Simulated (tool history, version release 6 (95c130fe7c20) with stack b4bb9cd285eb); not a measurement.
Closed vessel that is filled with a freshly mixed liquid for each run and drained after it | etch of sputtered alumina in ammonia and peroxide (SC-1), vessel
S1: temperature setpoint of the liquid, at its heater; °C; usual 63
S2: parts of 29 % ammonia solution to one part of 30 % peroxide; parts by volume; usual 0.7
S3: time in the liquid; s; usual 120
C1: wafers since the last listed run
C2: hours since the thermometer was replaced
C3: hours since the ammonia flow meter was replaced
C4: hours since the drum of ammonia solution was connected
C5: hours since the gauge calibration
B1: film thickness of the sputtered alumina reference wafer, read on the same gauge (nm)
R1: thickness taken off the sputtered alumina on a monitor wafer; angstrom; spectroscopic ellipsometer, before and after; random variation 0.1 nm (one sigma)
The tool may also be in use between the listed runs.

run	hour	S1	S2	S3	C1	C2	C3	C4	C5	B1	R1
1	0	63	0.7	120	0	660.4	1744.7	1032.5	373.4	140.03	153.7
2	15.3	63	0.7	120	1954	675.7	1760	1047.8	388.7	140.01	154.3
# hour 21.9: thermometer replaced
3	29.7	63	0.7	120	1712	7.8	1774.4	1062.2	403.1	139.99	167.1
4	43.1	63	0.8	120	1712	21.2	1787.8	1075.6	416.5	139.98	171.8
# hour 43.7: gauge calibrated
5	51.2	63	0.7	120	1034	29.3	1795.9	1083.7	7.5	140.06	165.8
6	58	66	0.7	145	868	36.1	1802.7	1090.5	14.3	139.95	236
# hour 69.3: new drum of ammonia solution connected
7	74.6	63	0.7	120	1993	52.7	1819.3	5.3	30.9	140.02	169.4
8	88.9	53.5	0.35	50	1827	67	1833.6	19.6	45.2	140.02	39.9
9	97.4	56	0.7	180	1086	75.5	1842.1	28.1	53.7	140.03	174.4
10	113.9	59	0.95	120	2108	92	1858.6	44.6	70.2	139.99	140.4
11	122.2	63	0.4	100	1060	100.3	1866.9	52.9	78.5	140	132.1
12	135.8	59	0.7	120	1737	113.9	1880.5	66.5	92.1	140.03	134.5
# hour 139.6: ammonia flow meter replaced
13	185.3	63	0.7	120	6196	163.4	45.7	116	141.6	140	164.9
14	191.7	55.5	0.7	120	817	169.8	52.1	122.4	148	139.96	113.1

Run 15 comes next. What will it give?
15	204.8	58	0.7	120	1673	182.9	65.2	135.5	161.1	?	?

B1: 140.01
R1: 128.8 angstrom
Without the tool's hidden state the same run would have given R1 133.3 angstrom.

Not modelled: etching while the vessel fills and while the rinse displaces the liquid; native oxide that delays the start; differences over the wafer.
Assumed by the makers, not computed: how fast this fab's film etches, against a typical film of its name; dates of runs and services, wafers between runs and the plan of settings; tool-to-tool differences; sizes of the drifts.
